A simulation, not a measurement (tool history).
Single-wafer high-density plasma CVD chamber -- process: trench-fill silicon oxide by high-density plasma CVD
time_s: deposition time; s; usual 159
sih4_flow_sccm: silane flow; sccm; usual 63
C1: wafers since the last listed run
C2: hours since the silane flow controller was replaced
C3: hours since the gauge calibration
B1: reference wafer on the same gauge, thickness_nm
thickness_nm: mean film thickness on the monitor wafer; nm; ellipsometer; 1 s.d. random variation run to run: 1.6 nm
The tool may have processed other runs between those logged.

run 1 hour=0 | time_s=168 sih4_flow_sccm=63 | C1=0 C2=2886.8 C3=255.1 | B1=909.652 | thickness_nm=1102.691
-- hour=4.3 gauge calibrated
run 2 hour=9.6 | time_s=159 sih4_flow_sccm=63 | C1=81 C2=2896.4 C3=5.3 | B1=909.564 | thickness_nm=1044.087
run 3 hour=22 | time_s=159 sih4_flow_sccm=63 | C1=104 C2=2908.8 C3=17.7 | B1=910.05 | thickness_nm=1047.534
run 4 hour=36.9 | time_s=159 sih4_flow_sccm=63 | C1=126 C2=2923.7 C3=32.6 | B1=910.556 | thickness_nm=1046.122
run 5 hour=49.6 | time_s=159 sih4_flow_sccm=63 | C1=107 C2=2936.4 C3=45.3 | B1=909.91 | thickness_nm=1042.502
run 6 hour=66.9 | time_s=159 sih4_flow_sccm=63 | C1=146 C2=2953.7 C3=62.6 | B1=909.65 | thickness_nm=1043.048
run 7 hour=80.1 | time_s=159 sih4_flow_sccm=63 | C1=111 C2=2966.9 C3=75.8 | B1=910.383 | thickness_nm=1044.747
run 8 hour=95.5 | time_s=159 sih4_flow_sccm=63 | C1=130 C2=2982.3 C3=91.2 | B1=909.931 | thickness_nm=1041.045
run 9 hour=102.1 | time_s=159 sih4_flow_sccm=63 | C1=55 C2=2988.9 C3=97.8 | B1=909.878 | thickness_nm=1040.356
-- hour=117.9 silane flow controller replaced
run 10 hour=118.4 | time_s=159 sih4_flow_sccm=63 | C1=70 C2=0.5 C3=114.1 | B1=909.929 | thickness_nm=1087.819
run 11 hour=127.8 | time_s=178 sih4_flow_sccm=55 | C1=79 C2=9.9 C3=123.5 | B1=909.984 | thickness_nm=1084.046
run 12 hour=136.9 | time_s=178 sih4_flow_sccm=55 | C1=77 C2=19 C3=132.6 | B1=910.319 | thickness_nm=1079.334
run 13 hour=150.1 | time_s=159 sih4_flow_sccm=63 | C1=111 C2=32.2 C3=145.8 | B1=910.119 | thickness_nm=1088.691
run 14 hour=159.7 | time_s=159 sih4_flow_sccm=63 | C1=81 C2=41.8 C3=155.4 | B1=909.604 | thickness_nm=1090.307
run 15 hour=174.9 | time_s=159 sih4_flow_sccm=63 | C1=128 C2=57 C3=170.6 | B1=909.978 | thickness_nm=1088.038
run 16 hour=184.8 | time_s=139 sih4_flow_sccm=55 | C1=83 C2=66.9 C3=180.5 | B1=909.8 | thickness_nm=843.891
run 17 hour=192 | time_s=182 sih4_flow_sccm=63 | C1=60 C2=74.1 C3=187.7 | B1=910.207 | thickness_nm=1244.88
run 18 hour=202.1 | time_s=159 sih4_flow_sccm=74 | C1=85 C2=84.2 C3=197.8 | B1=910.216 | thickness_nm=1257.226
run 19 hour=214.1 | time_s=137 sih4_flow_sccm=63 | C1=101 C2=96.2 C3=209.8 | B1=909.864 | thickness_nm=936.508
run 20 hour=221.3 | time_s=150 sih4_flow_sccm=68 | C1=60 C2=103.4 C3=217 | B1=909.993 | thickness_nm=1094.855
run 21 hour=232.9 | time_s=159 sih4_flow_sccm=63 | C1=98 C2=115 C3=228.6 | B1=909.875 | thickness_nm=1088.095
-- hour=235.3 gauge calibrated
run 22 hour=248 | time_s=135 sih4_flow_sccm=71 | C1=127 C2=130.1 C3=12.7 | B1=909.752 | thickness_nm=1027.007
run 23 hour=263.2 | time_s=188 sih4_flow_sccm=55 | C1=128 C2=145.3 C3=27.9 | B1=909.441 | thickness_nm=1140.205
run 24 hour=275.5 | time_s=186 sih4_flow_sccm=53 | C1=104 C2=157.6 C3=40.2 | B1=910.335 | thickness_nm=1092.491
run 25 hour=283.9 | time_s=159 sih4_flow_sccm=75 | C1=71 C2=166 C3=48.6 | B1=909.88 | thickness_nm=1267.863
run 26 hour=290.4 | time_s=159 sih4_flow_sccm=63 | C1=55 C2=172.5 C3=55.1 | B1=910.189 | thickness_nm=1083.059
run 27 hour=297 | time_s=168 sih4_flow_sccm=70 | C1=55 C2=179.1 C3=61.7 | B1=910.127 | thickness_nm=1261.391
run 28 hour=313.5 | time_s=129 sih4_flow_sccm=58 | C1=139 C2=195.6 C3=78.2 | B1=909.651 | thickness_nm=818.831
run 29 hour=322.6 | time_s=159 sih4_flow_sccm=63 | C1=77 C2=204.7 C3=87.3 | B1=910.198 | thickness_nm=1084.611
run 30 hour=343.9 | time_s=159 sih4_flow_sccm=63 | C1=180 C2=226 C3=108.6 | B1=909.84 | thickness_nm=1085.703
run 31 hour=361.1 | time_s=159 sih4_flow_sccm=71 | C1=145 C2=243.2 C3=125.8 | B1=909.645 | thickness_nm=1203.258
run 32 hour=368.5 | time_s=159 sih4_flow_sccm=63 | C1=62 C2=250.6 C3=133.2 | B1=910.002 | thickness_nm=1080.627

Measured less the same run without the tool's hidden state. The same run-to-run variation is in both; the gauge's scatter may not be:
Hidden state at play: delivered silane flow above the setpoint (%); gauge reads high (%).
run=1 thickness_nm=-45.589
run=2 thickness_nm=-43.333
run=3 thickness_nm=-43.692
run=4 thickness_nm=-43.894
run=5 thickness_nm=-43.963
run=6 thickness_nm=-44.288
run=7 thickness_nm=-44.591
run=8 thickness_nm=-44.7
run=9 thickness_nm=-44.786
run=10 thickness_nm=+1.605
run=11 thickness_nm=+1.444
run=12 thickness_nm=+1.286
run=13 thickness_nm=+1.078
run=14 thickness_nm=+0.918
run=15 thickness_nm=+0.663
run=16 thickness_nm=+0.385
run=17 thickness_nm=+0.431
run=18 thickness_nm=+0.24
run=19 thickness_nm=+0.006
run=20 thickness_nm=-0.114
run=21 thickness_nm=-0.307
run=22 thickness_nm=-0.529
run=23 thickness_nm=-0.855
run=24 thickness_nm=-1.026
run=25 thickness_nm=-1.354
run=26 thickness_nm=-1.265
run=27 thickness_nm=-1.602
run=28 thickness_nm=-1.249
run=29 thickness_nm=-1.806
run=30 thickness_nm=-2.165
run=31 thickness_nm=-2.719
run=32 thickness_nm=-2.565
